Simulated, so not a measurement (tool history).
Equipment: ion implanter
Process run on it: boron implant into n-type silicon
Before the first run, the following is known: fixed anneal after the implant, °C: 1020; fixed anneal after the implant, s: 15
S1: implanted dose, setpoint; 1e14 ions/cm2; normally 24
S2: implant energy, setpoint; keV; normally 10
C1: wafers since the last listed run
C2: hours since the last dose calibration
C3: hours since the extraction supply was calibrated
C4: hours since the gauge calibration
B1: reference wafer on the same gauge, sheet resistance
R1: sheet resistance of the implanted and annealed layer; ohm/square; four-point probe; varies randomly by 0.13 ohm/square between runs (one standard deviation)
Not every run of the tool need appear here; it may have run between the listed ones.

Run 1, hour 0: usual settings but S1 19.84 1e14 ions/cm2; C1 0; C2 851.7; C3 5691.4; C4 228.9; B1 72.82. Result: R1 93.57 ohm/square.
Run 2, hour 68.9: usual settings but S1 19.84 1e14 ions/cm2; C1 1908; C2 920.6; C3 5760.3; C4 297.8; B1 73. Result: R1 93.85 ohm/square.
Run 3, hour 104.1: usual settings but S1 19.84 1e14 ions/cm2; C1 975; C2 955.8; C3 5795.5; C4 333; B1 73.01. Result: R1 94.04 ohm/square.
Run 4, hour 153.7: usual settings; C1 1374; C2 1005.4; C3 5845.1; C4 382.6; B1 73.09. Result: R1 90.43 ohm/square.
Run 5, hour 210.3: usual settings; C1 1568; C2 1062; C3 5901.7; C4 439.2; B1 73.17. Result: R1 90.23 ohm/square.
Run 6, hour 241.9: usual settings; C1 875; C2 1093.6; C3 5933.3; C4 470.8; B1 73.22. Result: R1 90.43 ohm/square.
Run 7, hour 289.9: usual settings; C1 1329; C2 1141.6; C3 5981.3; C4 518.8; B1 73.18. Result: R1 90.5 ohm/square.
Run 8, hour 324.9: usual settings; C1 969; C2 1176.6; C3 6016.3; C4 553.8; B1 73.21. Result: R1 90.12 ohm/square.
Run 9, hour 365.6: usual settings but S1 21.33 1e14 ions/cm2, S2 7.5 keV; C1 1127; C2 1217.3; C3 6057; C4 594.5; B1 73.26. Result: R1 107.42 ohm/square.
Run 10, hour 423.5: usual settings; C1 1604; C2 1275.2; C3 6114.9; C4 652.4; B1 73.27. Result: R1 90.53 ohm/square.
Run 11, hour 480.7: usual settings but S2 12 keV; C1 1584; C2 1332.4; C3 6172.1; C4 709.6; B1 73.29. Result: R1 81.91 ohm/square.
Run 12, hour 516.9: usual settings; C1 1002; C2 1368.6; C3 6208.3; C4 745.8; B1 73.26. Result: R1 90.48 ohm/square.
At hour 538.8: Faraday cup replaced and dose calibrated.
Run 13, hour 542.6: usual settings but S1 31.09 1e14 ions/cm2, S2 8 keV; C1 490; C2 3.8; C3 6234; C4 771.5; B1 73.26. Result: R1 99.73 ohm/square.
Run 14, hour 569.5: usual settings but S2 7.5 keV; C1 745; C2 30.7; C3 6260.9; C4 798.4; B1 73.29. Result: R1 105.95 ohm/square.
At hour 577.1: gauge calibrated.
At hour 581: extraction supply calibrated.
Run 15, hour 614.3: usual settings but S1 17.7 1e14 ions/cm2, S2 8.5 keV; C1 1019; C2 75.5; C3 33.3; C4 37.2; B1 72.44. Result: R1 103.68 ohm/square.
Run 16, hour 743.8: usual settings; C1 3587; C2 205; C3 162.8; C4 166.7; B1 72.81. Result: R1 89.92 ohm/square.

4 options for the next run, each taken on its own from the tool as it stands now. Forecast them:
Run A, hour 744.2: usual settings but S1 30.83 1e14 ions/cm2; C1 11; C2 205.4; C3 163.2; C4 167.1; B1 ?. Result: R1 ?.
Run B, hour 744.2: usual settings but S1 21.74 1e14 ions/cm2; C1 11; C2 205.4; C3 163.2; C4 167.1; B1 ?. Result: R1 ?.
Run C, hour 744.2: usual settings but S1 28.59 1e14 ions/cm2, S2 12 keV; C1 11; C2 205.4; C3 163.2; C4 167.1; B1 ?. Result: R1 ?.
Run D, hour 744.2: usual settings but S1 29.82 1e14 ions/cm2; C1 11; C2 205.4; C3 163.2; C4 167.1; B1 ?. Result: R1 ?.

run     B1     R1
  A  72.83  86.67
  B  72.83  91.74
  C  72.83  78.54
  D  72.83  87.02
With the hidden condition removed and each run's random variation left untouched, the same runs would have given:
run     R1
  A  85.92
  B  90.95
  C  77.87
  D  86.27
